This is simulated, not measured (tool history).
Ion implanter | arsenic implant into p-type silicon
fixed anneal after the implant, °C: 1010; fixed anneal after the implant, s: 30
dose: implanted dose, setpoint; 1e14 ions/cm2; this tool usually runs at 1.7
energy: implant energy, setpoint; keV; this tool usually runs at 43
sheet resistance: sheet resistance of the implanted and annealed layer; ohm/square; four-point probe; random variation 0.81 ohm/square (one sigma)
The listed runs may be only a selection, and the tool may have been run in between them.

run,hour,dose,energy,wafers since the last listed run,hours since the last dose calibration,hours since the extraction supply was calibrated,hours since the gauge calibration,"read-back reference wafer on the same gauge, sheet resistance",sheet resistance
1,0,1.7,43,0,1248.5,6143.6,161.2,368.13,402.48
2,10,1.7,43,188,1258.5,6153.6,171.2,367.9,401.32
3,45.2,1.7,43,662,1293.7,6188.8,206.4,367.82,400.35
4,58.9,1.7,43,257,1307.4,6202.5,220.1,367.96,402.52
5,65,2.03,35,114,1313.5,6208.6,226.2,368.11,365.67
6,80.3,2.03,35,287,1328.8,6223.9,241.5,367.92,364.28
7,97.2,2.03,35,317,1345.7,6240.8,258.4,368.06,365.12
8,112.1,1.7,43,280,1360.6,6255.7,273.3,368.05,399.8
9,123.5,1.7,43,214,1372,6267.1,284.7,368.21,400.71
10,138.5,2.05,43,282,1387,6282.1,299.7,367.96,350.08
11,147,1.7,43,159,1395.5,6290.6,308.2,368.07,398.55
12,157.2,1.93,32,191,1405.7,6300.8,318.4,368.18,381.04
13,165.9,1.93,32,163,1414.4,6309.5,327.1,367.95,381.4
14,174.7,1.7,31.5,165,1423.2,6318.3,335.9,368.15,420.8
15,189.8,1.7,43,284,1438.3,6333.4,351,367.98,399.72
16,197.4,1.7,43,143,1445.9,6341,358.6,367.99,398.57
17,205.2,1.7,43,146,1453.7,6348.8,366.4,368.04,398.35
18,221.4,1.47,57,304,1469.9,6365,382.6,368.15,419.54
# hour 231.6: gauge calibrated
# hour 248.4: extraction supply calibrated
19,257.6,2,32,530,1506.1,9.2,26,368.11,370.9
# hour 266.7: Faraday cup replaced and dose calibrated
20,274,1.93,57,158,7.3,25.6,42.4,367.98,361.92
21,282.8,1.7,28,165,16.1,34.4,51.2,367.95,443.96
22,296.4,1.47,30.5,255,29.7,48,64.8,367.81,488.56
23,309.1,1.93,50,238,42.4,60.7,77.5,367.89,371.35
24,322.7,2.11,38,255,56,74.3,91.1,368.03,361.76
25,339.5,1.2,43,316,72.8,91.1,107.9,367.98,527.14
26,349,1.98,55.5,178,82.3,100.6,117.4,367.94,357.62
27,358.2,1.86,57,173,91.5,109.8,126.6,368.02,371.67
28,371.1,1.7,52.5,242,104.4,122.7,139.5,367.76,401.65

Branching from run 28: 5 alternative next runs. What would each branch give?
A,371.5,1.7,43,7,104.8,123.1,139.9,?,?
B,371.5,1.28,52.5,7,104.8,123.1,139.9,?,?
C,371.5,1.22,43,7,104.8,123.1,139.9,?,?
D,371.5,1.36,33,7,104.8,123.1,139.9,?,?
E,371.5,2.15,43,7,104.8,123.1,139.9,?,?

run,"read-back reference wafer on the same gauge, sheet resistance",sheet resistance
A,368.02,414.31
B,368.02,486.2
C,368.02,520.89
D,368.02,506.84
E,368.02,350.35
What these runs would have given with no unlogged condition in the tool:
run,sheet resistance
A,415.39
B,487.4
C,522.18
D,508.15
E,351.29
